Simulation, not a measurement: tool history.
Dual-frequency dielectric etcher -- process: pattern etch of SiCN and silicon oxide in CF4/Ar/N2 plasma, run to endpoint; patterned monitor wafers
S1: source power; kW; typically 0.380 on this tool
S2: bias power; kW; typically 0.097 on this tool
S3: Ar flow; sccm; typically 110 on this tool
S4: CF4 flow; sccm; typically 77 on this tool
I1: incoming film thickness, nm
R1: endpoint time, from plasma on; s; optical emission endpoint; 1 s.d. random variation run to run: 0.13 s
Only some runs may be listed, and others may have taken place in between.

run,day,S1,S2,S3,S4,I1,R1
1,0.000,0.380,0.097,110,77,16.70,20.1
# day 2.833: wet clean of the chamber
2,2.854,0.380,0.097,110,77,16.58,19.7
3,2.908,0.380,0.097,110,65,16.72,20.1
# day 4.817: bias power generator calibrated
4,9.888,0.380,0.079,110,77,16.82,21.0
5,12.808,0.380,0.097,100,77,16.46,18.9
6,14.196,0.380,0.097,110,77,16.53,19.2
7,15.662,0.320,0.097,110,94,16.73,21.6
# day 17.862: upper electrode replaced
8,18.146,0.380,0.097,110,77,16.72,19.5
# day 19.375: wet clean of the chamber, repeated, since the last time left the tool worse
9,19.396,0.440,0.097,87,77,16.48,17.7
10,21.617,0.380,0.097,110,77,16.93,21.0
# day 23.617: Ar flow controller replaced
11,24.842,0.380,0.097,110,77,16.62,20.4
# day 26.129: source power generator calibrated
12,26.771,0.380,0.097,110,64,16.76,21.3
# day 34.800: CF4 flow controller replaced
13,35.550,0.290,0.076,126,72,16.65,27.9
14,36.767,0.380,0.097,100,77,16.73,20.0
15,38.879,0.350,0.097,88,89,16.80,20.8
16,41.017,0.380,0.097,110,95,16.81,19.9
# day 43.871: wet clean of the chamber
17,43.892,0.380,0.097,84,77,16.62,20.1
18,45.412,0.380,0.097,110,77,16.75,20.5
19,46.779,0.330,0.088,136,77,16.64,24.4
20,48.258,0.310,0.074,110,70,16.74,26.7
21,50.554,0.380,0.097,110,77,16.75,20.5
22,51.617,0.380,0.080,84,77,16.68,20.9
23,52.779,0.440,0.107,100,65,16.74,17.9
24,54.417,0.420,0.109,129,85,16.58,17.9

Branching from run 24: 4 alternative next runs. What would each branch give?
A,54.433,0.380,0.097,82,77,16.68,?
B,54.433,0.280,0.077,121,77,16.68,?
C,54.433,0.380,0.097,101,61,16.68,?
D,54.433,0.280,0.097,97,77,16.68,?

run,R1
A,19.5
B,28.1
C,20.7
D,25.3
Stripped of hidden state, with their random variation kept, the same runs would have yielded:
run,R1
A,19.8
B,28.5
C,20.9
D,25.7
